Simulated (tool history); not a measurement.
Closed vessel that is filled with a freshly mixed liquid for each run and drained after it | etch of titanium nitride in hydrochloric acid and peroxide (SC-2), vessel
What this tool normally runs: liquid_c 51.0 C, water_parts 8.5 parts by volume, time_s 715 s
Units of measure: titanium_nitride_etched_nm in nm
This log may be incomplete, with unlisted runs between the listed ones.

run	hour	liquid_c	water_parts	time_s	read-back film thickness of the titanium nitride reference wafer, read on the same gauge (nm)	titanium_nitride_etched_nm
1	0.0	51.0	8.5	715	149.99	40.84
2	6.6	53.0	9.5	715	150.00	41.98
3	16.8	51.0	10.0	815	149.99	41.13
4	30.5	51.0	8.5	455	149.98	26.02
5	47.5	51.0	8.5	830	150.01	47.91
6	64.6	51.0	8.5	715	150.05	40.43
7	71.8	43.5	8.5	715	149.99	24.45
8	124.4	45.0	8.5	465	149.96	17.90
9	131.1	45.0	8.5	465	149.99	17.80
10	164.6	45.0	8.5	465	149.97	17.42
# hour 168.0: gauge calibrated
# hour 175.7: new drum of peroxide connected
11	176.2	51.0	8.5	715	150.00	44.24
12	193.3	51.0	8.5	330	150.02	20.32
13	211.0	53.0	9.5	715	149.99	45.97
14	254.5	51.0	6.0	515	150.03	41.13
15	266.0	47.5	8.5	445	150.01	21.64
16	281.4	51.0	8.5	335	150.00	20.48
17	297.1	51.0	8.5	715	149.98	43.38
18	310.2	57.0	5.0	830	150.00	110.93
19	324.4	54.5	8.5	370	150.03	27.85
# hour 333.6: chemicals flow meter replaced
# hour 335.8: thermometer replaced
20	357.3	45.5	11.0	390	149.99	13.20
21	367.8	58.5	11.5	715	150.02	54.25
22	378.3	51.0	8.5	715	149.98	42.89
23	386.2	51.0	8.5	715	149.99	42.94
24	394.1	45.0	8.5	465	150.01	18.74
25	401.8	46.0	8.5	1110	150.05	48.06
26	414.0	51.0	11.0	715	150.01	34.76
27	431.0	61.0	12.5	990	149.99	82.24
28	446.6	58.5	7.0	715	150.06	81.84
29	463.1	46.5	8.5	590	149.98	26.51

Each row is a separate what-if for the run after 29, all from the same tool condition, not one after another. Results?
A	463.9	51.0	8.5	890	?	?
B	463.9	51.0	10.0	390	?	?
C	463.9	60.0	6.0	320	?	?
D	463.9	47.0	11.5	715	?	?

run	read-back film thickness of the titanium nitride reference wafer, read on the same gauge (nm)	titanium_nitride_etched_nm
A	149.98	53.37
B	149.98	20.46
C	149.98	45.04
D	149.98	25.49
With the hidden condition removed and each run's random variation left untouched, the same runs would have given:
run	titanium_nitride_etched_nm
A	54.75
B	20.99
C	46.16
D	26.16
